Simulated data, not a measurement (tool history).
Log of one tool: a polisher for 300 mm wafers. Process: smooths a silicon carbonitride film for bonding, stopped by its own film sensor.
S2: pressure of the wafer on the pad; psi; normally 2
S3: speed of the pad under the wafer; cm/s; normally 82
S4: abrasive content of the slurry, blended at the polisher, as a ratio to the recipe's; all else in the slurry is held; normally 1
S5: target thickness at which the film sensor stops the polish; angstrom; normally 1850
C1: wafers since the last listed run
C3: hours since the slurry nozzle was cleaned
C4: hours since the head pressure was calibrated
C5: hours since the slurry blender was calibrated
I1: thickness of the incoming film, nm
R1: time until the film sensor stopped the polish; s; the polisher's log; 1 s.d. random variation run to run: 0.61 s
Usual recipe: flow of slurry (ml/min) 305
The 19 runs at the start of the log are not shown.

{"run": 20, "hour": 309.6, "flow of slurry (ml/min)": 305, "S2": 1.4, "S3": 82, "S4": 1.15, "S5": 1820, "C1": 58, "wafers polished on this pad": 588, "C3": 169.8, "C4": 67.8, "C5": 121.8, "I1": 199.6, "R1": 129.6}
{"run": 21, "hour": 321.4, "flow of slurry (ml/min)": 305, "S2": 2, "S3": 82, "S4": 0.9, "S5": 1850, "C1": 89, "wafers polished on this pad": 678, "C3": 181.6, "C4": 79.6, "C5": 133.6, "I1": 201.4, "R1": 92.8}
{"run": 22, "hour": 332.7, "flow of slurry (ml/min)": 305, "S2": 2, "S3": 56, "S4": 1.15, "S5": 1800, "C1": 85, "wafers polished on this pad": 763, "C3": 192.9, "C4": 90.9, "C5": 144.9, "I1": 202.3, "R1": 159.8}
{"run": 23, "hour": 341.3, "flow of slurry (ml/min)": 305, "S2": 1.4, "S3": 82, "S4": 1, "S5": 1850, "C1": 65, "wafers polished on this pad": 828, "C3": 201.5, "C4": 99.5, "C5": 153.5, "I1": 201.4, "R1": 127.5}
{"hour": 358.2, "done": "worn pad replaced by a new one"}
{"run": 24, "hour": 369.8, "flow of slurry (ml/min)": 305, "S2": 2, "S3": 82, "S4": 1, "S5": 1850, "C1": 185, "wafers polished on this pad": 87, "C3": 230, "C4": 128, "C5": 182, "I1": 197.7, "R1": 69}
{"run": 25, "hour": 384.4, "flow of slurry (ml/min)": 305, "S2": 2, "S3": 82, "S4": 1, "S5": 1850, "C1": 110, "wafers polished on this pad": 198, "C3": 244.6, "C4": 142.6, "C5": 196.6, "I1": 198.8, "R1": 75.7}
{"hour": 396.0, "done": "head pressure recalibrated, repeated, since the last time left the tool worse"}
{"run": 26, "hour": 398.9, "flow of slurry (ml/min)": 305, "S2": 1.5, "S3": 64, "S4": 1.2, "S5": 1830, "C1": 94, "wafers polished on this pad": 292, "C3": 259.1, "C4": 2.9, "C5": 211.1, "I1": 196.8, "R1": 100.3}
{"run": 27, "hour": 416.3, "flow of slurry (ml/min)": 305, "S2": 2.5, "S3": 82, "S4": 1, "S5": 1850, "C1": 131, "wafers polished on this pad": 424, "C3": 276.5, "C4": 20.3, "C5": 228.5, "I1": 198.9, "R1": 52.6}
{"run": 28, "hour": 429.5, "flow of slurry (ml/min)": 305, "S2": 2, "S3": 96, "S4": 1, "S5": 1850, "C1": 99, "wafers polished on this pad": 524, "C3": 289.7, "C4": 33.5, "C5": 241.7, "I1": 201.2, "R1": 68.3}
{"run": 29, "hour": 474.2, "flow of slurry (ml/min)": 305, "S2": 2, "S3": 104, "S4": 0.85, "S5": 1810, "C1": 338, "wafers polished on this pad": 863, "C3": 334.4, "C4": 78.2, "C5": 286.4, "I1": 199.1, "R1": 75.6}
{"run": 30, "hour": 483.4, "flow of slurry (ml/min)": 305, "S2": 2, "S3": 82, "S4": 1, "S5": 1880, "C1": 69, "wafers polished on this pad": 932, "C3": 343.6, "C4": 87.4, "C5": 295.6, "I1": 204.7, "R1": 80.3}

Consider 4 possible next runs. They are alternatives, not a sequence: every one starts from the tool as it was left by run 30. What does each give?
{"run": "A", "hour": 483.8, "flow of slurry (ml/min)": 305, "S2": 2, "S3": 82, "S4": 1, "S5": 1800, "C1": 3, "wafers polished on this pad": 935, "C3": 344, "C4": 87.8, "C5": 296, "I1": 202.4, "R1": "?"}
{"run": "B", "hour": 483.8, "flow of slurry (ml/min)": 365, "S2": 2, "S3": 110, "S4": 1, "S5": 1830, "C1": 3, "wafers polished on this pad": 935, "C3": 344, "C4": 87.8, "C5": 296, "I1": 202.4, "R1": "?"}
{"run": "C", "hour": 483.8, "flow of slurry (ml/min)": 405, "S2": 2, "S3": 82, "S4": 0.8, "S5": 1850, "C1": 3, "wafers polished on this pad": 935, "C3": 344, "C4": 87.8, "C5": 296, "I1": 202.4, "R1": "?"}
{"run": "D", "hour": 483.8, "flow of slurry (ml/min)": 405, "S2": 2, "S3": 82, "S4": 1.1, "S5": 1850, "C1": 3, "wafers polished on this pad": 935, "C3": 344, "C4": 87.8, "C5": 296, "I1": 202.4, "R1": "?"}

run=A R1=108.1
run=B R1=72.9
run=C R1=88.4
run=D R1=79.5
Without the tool's unlogged condition, the same runs would have read:
run=A R1=107.4
run=B R1=72.3
run=C R1=87.7
run=D R1=78.9

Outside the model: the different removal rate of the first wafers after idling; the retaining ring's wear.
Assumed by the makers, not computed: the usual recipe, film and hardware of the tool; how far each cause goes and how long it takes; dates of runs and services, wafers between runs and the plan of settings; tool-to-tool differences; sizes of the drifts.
